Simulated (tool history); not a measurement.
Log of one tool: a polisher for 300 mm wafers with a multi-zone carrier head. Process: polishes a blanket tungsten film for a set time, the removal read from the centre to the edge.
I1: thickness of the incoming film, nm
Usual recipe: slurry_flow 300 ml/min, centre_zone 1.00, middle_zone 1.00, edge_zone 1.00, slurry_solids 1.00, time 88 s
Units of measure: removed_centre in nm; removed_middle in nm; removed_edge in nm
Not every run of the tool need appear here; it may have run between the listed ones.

Run 1, hour 0.0: usual settings but middle_zone 1.08, slurry_solids 0.75; I1 1557.9. Result: removed_centre 275.8 nm, removed_middle 296.5 nm, removed_edge 282.9 nm.
At hour 24.2: slurry nozzle cleaned.
Run 2, hour 47.2: usual settings; I1 1586.1. Result: removed_centre 305.9 nm, removed_middle 313.4 nm, removed_edge 311.9 nm.
At hour 166.1: centre zone pressure recalibrated.
Run 3, hour 195.9: usual settings but centre_zone 0.89, edge_zone 0.88; I1 1578.8. Result: removed_centre 288.4 nm, removed_middle 306.4 nm, removed_edge 281.5 nm.
Run 4, hour 221.9: usual settings; I1 1570.4. Result: removed_centre 295.6 nm, removed_middle 304.6 nm, removed_edge 305.6 nm.
Run 5, hour 261.8: usual settings but centre_zone 0.93, edge_zone 0.90, slurry_solids 0.75, time 73 s; I1 1578.2. Result: removed_centre 226.7 nm, removed_middle 237.4 nm, removed_edge 228.0 nm.
Run 6, hour 304.6: usual settings but time 77 s; I1 1582.2. Result: removed_centre 253.9 nm, removed_middle 264.3 nm, removed_edge 264.0 nm.
At hour 340.4: edge zone pressure recalibrated.
Run 7, hour 369.7: usual settings but slurry_flow 325 ml/min, centre_zone 0.90, slurry_solids 0.75; I1 1553.7. Result: removed_centre 267.7 nm, removed_middle 284.1 nm, removed_edge 286.1 nm.
At hour 420.0: worn pad replaced by a new one.
Run 8, hour 429.6: usual settings but centre_zone 1.11, time 119 s; I1 1570.5. Result: removed_centre 426.7 nm, removed_middle 392.0 nm, removed_edge 394.7 nm.
Run 9, hour 458.2: usual settings; I1 1554.5. Result: removed_centre 292.9 nm, removed_middle 295.7 nm, removed_edge 296.0 nm.
At hour 464.9: carrier head's membrane replaced by a new one.
Run 10, hour 496.6: usual settings but slurry_flow 355 ml/min, centre_zone 1.10, middle_zone 1.04, edge_zone 1.11; I1 1556.2. Result: removed_centre 314.6 nm, removed_middle 305.3 nm, removed_edge 315.7 nm.
Run 11, hour 551.6: usual settings but centre_zone 0.96, slurry_solids 0.90, time 109 s; I1 1568.2. Result: removed_centre 352.1 nm, removed_middle 361.5 nm, removed_edge 360.4 nm.
At hour 577.5: slurry nozzle cleaned.
Run 12, hour 585.9: usual settings but middle_zone 1.09, edge_zone 0.89, slurry_solids 1.25; I1 1548.1. Result: removed_centre 324.9 nm, removed_middle 347.7 nm, removed_edge 308.5 nm.
Run 13, hour 630.4: usual settings; I1 1555.2. Result: removed_centre 302.8 nm, removed_middle 309.8 nm, removed_edge 310.3 nm.
Run 14, hour 676.0: usual settings but slurry_flow 390 ml/min, edge_zone 0.90, time 71 s; I1 1564.9. Result: removed_centre 254.7 nm, removed_middle 250.7 nm, removed_edge 242.2 nm.
Run 15, hour 728.3: usual settings but edge_zone 1.08; I1 1561.5. Result: removed_centre 300.4 nm, removed_middle 302.6 nm, removed_edge 323.8 nm.
At hour 732.7: centre zone pressure recalibrated.
Run 16, hour 754.0: usual settings but edge_zone 0.94; I1 1546.3. Result: removed_centre 294.7 nm, removed_middle 301.9 nm, removed_edge 295.0 nm.
Run 17, hour 818.6: usual settings; I1 1583.4. Result: removed_centre 288.2 nm, removed_middle 299.2 nm, removed_edge 303.1 nm.
At hour 837.9: worn pad replaced by a new one.
Run 18, hour 853.8: usual settings; I1 1539.3. Result: removed_centre 292.7 nm, removed_middle 296.2 nm, removed_edge 299.6 nm.
Run 19, hour 919.5: usual settings but edge_zone 0.91, slurry_solids 1.25; I1 1553.0. Result: removed_centre 307.3 nm, removed_middle 313.5 nm, removed_edge 304.0 nm.
Run 20, hour 983.5: usual settings but slurry_flow 270 ml/min, middle_zone 1.08, slurry_solids 0.70; I1 1558.7. Result: removed_centre 263.9 nm, removed_middle 290.7 nm, removed_edge 271.9 nm.

What if the next run were any one of these 5? Each begins from the tool's condition after run 20:
Run A, hour 984.0: usual settings; I1 1562.8. Result: removed_centre ?, removed_middle ?, removed_edge ?.
Run B, hour 984.0: usual settings but slurry_flow 270 ml/min, middle_zone 1.06; I1 1562.8. Result: removed_centre ?, removed_middle ?, removed_edge ?.
Run C, hour 984.0: usual settings but edge_zone 0.89, time 113 s; I1 1562.8. Result: removed_centre ?, removed_middle ?, removed_edge ?.
Run D, hour 984.0: usual settings but slurry_flow 255 ml/min, centre_zone 0.96, slurry_solids 0.80, time 71 s; I1 1562.8. Result: removed_centre ?, removed_middle ?, removed_edge ?.
Run E, hour 984.0: usual settings but slurry_flow 270 ml/min, centre_zone 0.93, slurry_solids 1.25; I1 1562.8. Result: removed_centre ?, removed_middle ?, removed_edge ?.

run  removed_centre  removed_middle  removed_edge
  A           294.1           301.6         300.8
  B           288.3           311.2         296.6
  C           377.7           387.4         365.7
  D           215.0           226.2         227.3
  E           290.4           310.4         311.0
Without the tool's hidden state the same runs would have given:
run  removed_centre  removed_middle  removed_edge
  A           311.3           317.3         312.5
  B           307.3           329.4         309.4
  C           399.7           407.5         379.9
  D           230.1           240.3         237.7
  E           309.5           328.6         324.4
